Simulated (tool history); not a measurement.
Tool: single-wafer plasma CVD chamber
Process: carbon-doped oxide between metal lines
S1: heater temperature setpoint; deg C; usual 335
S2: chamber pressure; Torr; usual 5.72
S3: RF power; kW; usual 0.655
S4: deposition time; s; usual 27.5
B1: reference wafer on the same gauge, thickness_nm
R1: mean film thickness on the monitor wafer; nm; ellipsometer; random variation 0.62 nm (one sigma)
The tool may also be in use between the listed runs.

run    hour   S1    S2     S3    S4       B1       R1
  1       0  335  5.72  0.655  27.5  164.817   173.92
  2   104.1  335  5.72  0.655  27.5  164.873  172.927
  3   202.9  335  5.72  0.655  27.5   164.81  174.212
  4   291.5  335  5.72  0.655  27.5   165.04  173.884
  5   385.2  335  5.72  0.655  27.5   165.03  173.761
  6   431.5  335  5.72  0.655  27.5  164.916  173.589
  7     610  335  5.72  0.655  27.5  165.001  174.135
  8   648.2  335  5.72  0.655  27.5   165.26  173.804
      670.2  -- thermocouple changed; heater temperature recalibrated
      727.9  -- gauge calibrated
  9   735.6  335  5.72  0.655  23.6  165.245  152.092
 10   840.3  335  5.72   0.71  27.5  164.997  183.692
 11   904.7  335  5.72   0.71  27.5  165.022  182.405
 12   967.7  339  5.72  0.695  27.5  165.042  177.845
 13  1012.7  326  5.72  0.655  29.1  165.144  190.012
 14  1118.4  335  5.72  0.655  27.5  164.936  175.138
     1160.4  -- capacitance manometer re-zeroed and calibrated
 15  1165.2  343  4.81  0.545    32  164.901  175.432
 16  1237.5  326  5.72  0.655  27.5  165.073  179.587
 17  1324.8  335  5.72  0.655  27.5  164.893  174.787
     1373.5  -- RF generator calibrated
 18    1374  335  5.72  0.655  27.5  164.836  174.547
     1398.3  -- showerhead replaced
 19  1468.1  335  4.48   0.77  27.5  164.876  184.972
 20  1534.9  335  5.72  0.755  29.6  165.117  203.243
 21  1571.9  335  5.72  0.655  27.5  164.985  173.664
 22    1662  335  5.01  0.655  27.5  164.901  170.997
 23  1698.9  324  5.08  0.655  27.5  164.773  177.767
 24  1782.1  335  5.72  0.655  27.5  164.906  173.606

4 ways to go on from here, each from the tool as it stands after run 24. What would each give?
  A  1782.5  335  5.72  0.655    25   ?   ?
  B  1782.5  335  4.58  0.655    22   ?   ?
  C  1782.5  330  4.74  0.655  25.7   ?   ?
  D  1782.5  335  7.03  0.655  23.5   ?   ?

run       B1       R1
  A  164.731  157.826
  B  164.731  135.971
  C  164.731  161.536
  D  164.731  150.913
Without the tool's hidden state the same runs would have given:
run       R1
  A   160.45
  B  138.231
  C  164.265
  D  153.422
